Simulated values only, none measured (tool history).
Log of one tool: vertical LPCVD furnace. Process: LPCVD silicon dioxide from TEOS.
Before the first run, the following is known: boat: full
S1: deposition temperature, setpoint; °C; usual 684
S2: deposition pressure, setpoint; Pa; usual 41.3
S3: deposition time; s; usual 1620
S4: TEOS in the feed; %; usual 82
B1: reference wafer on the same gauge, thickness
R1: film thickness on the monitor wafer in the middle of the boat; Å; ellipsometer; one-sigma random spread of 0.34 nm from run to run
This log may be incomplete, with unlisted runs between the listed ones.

run,hour,S1,S2,S3,S4,B1,R1
1,0,684,41.3,1620,82,169.87,1437
2,60.6,684,41.3,1620,82,170.07,1439.6
3,133,675,41.3,1350,82,169.98,963.6
4,187.3,675,41.3,1350,82,170.01,965.9
5,224.9,675,41.3,1350,82,169.91,963.2
6,282.7,684,36.7,1620,82,170.04,1357.9
# hour 311.9: gauge calibrated
7,360.6,684,36.7,1620,82,169.94,1353.4
8,435,684,36.7,1620,82,169.98,1353.7
9,524.7,684,41.3,1620,82,170.03,1439.6
10,605.7,677,41.3,1620,82,170.01,1219.2
# hour 683.8: pressure gauge zeroed
11,684.3,684,41.3,1620,82,169.99,1482.4
12,728.1,684,46.7,1440,82,170.06,1400.3
13,798.7,672,41.3,1620,82,170.05,1101.1
# hour 875.6: thermocouples replaced and temperature profile calibrated
14,876.2,684,41.3,2010,97,169.99,1966.2
15,933.1,692,36,1620,82,169.95,1644.7
16,981.7,676,41.3,1620,69,169.96,1099.2
17,1056,677,46,1620,82,170.05,1298.2
18,1119.1,684,36.7,1620,82,169.93,1365
19,1156,684,41.3,2010,82,170.1,1797.6
20,1212.2,684,50,1620,69,169.96,1463.6
21,1303.4,684,41.3,1620,82,169.98,1446.8
22,1351,675,41.3,1620,82,170.04,1162.4
23,1415.8,687,34,1980,82,170.08,1720.1
24,1486,684,31.3,1620,82,170.06,1248.6
25,1534.2,687,50,2070,75,170.06,2099.4
26,1618,684,41.3,1110,82,170.05,991.5
27,1696.4,691,41.3,1620,89,170.01,1779.6
28,1795.4,684,41.3,1620,95,169.95,1548.7
29,1893,684,41.3,1620,82,169.99,1435.3
30,1978.2,692,36,1860,69,170.06,1707.8

What does the tool deliver on the next run?
31,2029.9,684,41.3,1620,82,?,?

Run 31 gave B1 170, R1 1445.4 Å.
If the tool had no hidden condition, the same run with the same run-to-run variation would have returned R1 1469.8 Å.
